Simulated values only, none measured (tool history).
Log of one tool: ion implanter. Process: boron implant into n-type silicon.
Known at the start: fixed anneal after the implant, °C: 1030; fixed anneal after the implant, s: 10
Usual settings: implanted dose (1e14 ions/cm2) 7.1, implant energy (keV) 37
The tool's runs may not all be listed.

| run | hour | implanted dose (1e14 ions/cm2) | implant energy (keV) | wafers since the last listed run | hours since the last dose calibration | hours since the extraction supply was calibrated | hours since the gauge calibration | read-back reference wafer on the same gauge, sheet resistance | sheet resistance of the implanted and annealed layer (ohm/square) |
|---|---|---|---|---|---|---|---|---|---|
| 1 | 0 | 7.1 | 37 | 0 | 1255.8 | 2471.7 | 526.2 | 162.09 | 144.84 |
| 2 | 34.8 | 7.1 | 37 | 798 | 1290.6 | 2506.5 | 561 | 162.24 | 144.52 |
| 3 | 66.9 | 7.1 | 37 | 736 | 1322.7 | 2538.6 | 593.1 | 162.15 | 143.66 |
|  | 120 | gauge calibrated |
| 4 | 134.2 | 5.63 | 37 | 1544 | 1390 | 2605.9 | 14.2 | 165.07 | 175.69 |
| 5 | 188.1 | 7.1 | 37 | 1237 | 1443.9 | 2659.8 | 68.1 | 164.97 | 145.88 |
| 6 | 256.6 | 7.1 | 37 | 1572 | 1512.4 | 2728.3 | 136.6 | 164.48 | 145.61 |
| 7 | 281.5 | 7.1 | 37 | 571 | 1537.3 | 2753.2 | 161.5 | 164.03 | 145.13 |
| 8 | 345 | 7.1 | 45.5 | 1457 | 1600.8 | 2816.7 | 225 | 163.99 | 141.52 |
| 9 | 394 | 7.1 | 45.5 | 1124 | 1649.8 | 2865.7 | 274 | 163.98 | 142.87 |
| 10 | 465.9 | 8.51 | 33 | 1650 | 1721.7 | 2937.6 | 345.9 | 162.97 | 124.77 |
| 11 | 536.8 | 7.1 | 49 | 1627 | 1792.6 | 3008.5 | 416.8 | 162.58 | 141 |
| 12 | 576.6 | 5.26 | 27.5 | 913 | 1832.4 | 3048.3 | 456.6 | 162.19 | 188.94 |
| 13 | 641.2 | 7.1 | 37 | 1482 | 1897 | 3112.9 | 521.2 | 162.25 | 141.85 |
|  | 656.6 | extraction supply calibrated |
|  | 658.3 | Faraday cup replaced and dose calibrated |
| 14 | 710.3 | 7.1 | 37 | 1363 | 52 | 53.7 | 590.3 | 161.4 | 143.22 |
|  | 747.3 | gauge calibrated |
| 15 | 777 | 7.1 | 37 | 1531 | 118.7 | 120.4 | 29.7 | 166.19 | 145.76 |
| 16 | 833.5 | 6.39 | 44.5 | 1296 | 175.2 | 176.9 | 86.2 | 165.37 | 157.91 |
| 17 | 871 | 8.79 | 30.5 | 860 | 212.7 | 214.4 | 123.7 | 165.04 | 123.82 |
| 18 | 933.8 | 7.1 | 37 | 1441 | 275.5 | 277.2 | 186.5 | 164.69 | 145.32 |
| 19 | 1002.1 | 5.25 | 46 | 1567 | 343.8 | 345.5 | 254.8 | 163.95 | 180.37 |

3 ways to go on from here, each from the tool as it stands after run 19. What would each give?
| A | 1002.5 | 9.13 | 37 | 9 | 344.2 | 345.9 | 255.2 | ? | ? |
| B | 1002.5 | 8.13 | 29 | 9 | 344.2 | 345.9 | 255.2 | ? | ? |
| C | 1002.5 | 8.13 | 28 | 9 | 344.2 | 345.9 | 255.2 | ? | ? |

| run | read-back reference wafer on the same gauge, sheet resistance | sheet resistance of the implanted and annealed layer (ohm/square) |
|---|---|---|
| A | 164.51 | 118.32 |
| B | 164.51 | 132.67 |
| C | 164.51 | 133.05 |
Without the tool's hidden state the same runs would have given:
| run | sheet resistance of the implanted and annealed layer (ohm/square) |
|---|---|
| A | 119.58 |
| B | 134.08 |
| C | 134.46 |
